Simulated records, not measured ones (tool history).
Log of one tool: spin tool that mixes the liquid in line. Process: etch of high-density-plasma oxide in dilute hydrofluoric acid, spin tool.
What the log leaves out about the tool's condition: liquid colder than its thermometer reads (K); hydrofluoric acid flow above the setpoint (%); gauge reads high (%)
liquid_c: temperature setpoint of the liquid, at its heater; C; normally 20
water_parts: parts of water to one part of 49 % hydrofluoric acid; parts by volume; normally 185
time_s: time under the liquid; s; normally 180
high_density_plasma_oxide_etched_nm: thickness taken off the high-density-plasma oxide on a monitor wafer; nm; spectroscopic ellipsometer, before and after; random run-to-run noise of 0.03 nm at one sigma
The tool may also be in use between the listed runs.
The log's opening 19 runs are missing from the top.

run,hour,liquid_c,water_parts,time_s,wafers since the last listed run,hours since the thermometer was replaced,hours since the hydrofluoric acid flow meter was replaced,hours since the gauge calibration,"read-back film thickness of the high-density-plasma oxide reference wafer, read on the same gauge (nm)",high_density_plasma_oxide_etched_nm
20,291,17,275,70,188,80,42.2,114.8,59.987,0.744
21,300.4,24,185,180,48,89.4,51.6,124.2,60.051,4.049
22,316,17.5,160,180,79,105,67.2,139.8,59.973,3.691
23,326,20,185,180,51,115,77.2,149.8,59.994,3.506
24,337.4,21.5,160,220,58,126.4,88.6,161.2,59.997,5.382
25,346.2,17,130,130,44,135.2,97.4,170,59.974,3.322
26,362.3,21.5,240,240,82,151.3,113.5,186.1,60.008,3.56
27,373.3,22,185,125,56,162.3,124.5,197.1,59.973,2.582
28,384.6,17,160,290,57,173.6,135.8,208.4,60.027,5.893
29,390.8,17,215,85,31,179.8,142,214.6,60.009,1.234
30,407.9,20,185,140,87,196.9,159.1,231.7,60.016,2.733
31,416.4,20,185,180,43,205.4,167.6,240.2,59.991,3.462
# hour 425.3: gauge calibrated
32,426.9,20,150,150,53,215.9,178.1,1.6,60.009,3.744

Predict each of these 4 candidate next runs independently; none follows another, all start after run 32:
A,427.4,20,185,180,2,216.4,178.6,2.1,?,?
B,427.4,21.5,150,225,2,216.4,178.6,2.1,?,?
C,427.4,23,120,130,2,216.4,178.6,2.1,?,?
D,427.4,17,185,150,2,216.4,178.6,2.1,?,?

run,"read-back film thickness of the high-density-plasma oxide reference wafer, read on the same gauge (nm)",high_density_plasma_oxide_etched_nm
A,59.953,3.515
B,59.953,5.955
C,59.953,4.715
D,59.953,2.6
Without the tool's unlogged condition, the same runs would have read:
run,high_density_plasma_oxide_etched_nm
A,3.415
B,5.788
C,4.586
D,2.527

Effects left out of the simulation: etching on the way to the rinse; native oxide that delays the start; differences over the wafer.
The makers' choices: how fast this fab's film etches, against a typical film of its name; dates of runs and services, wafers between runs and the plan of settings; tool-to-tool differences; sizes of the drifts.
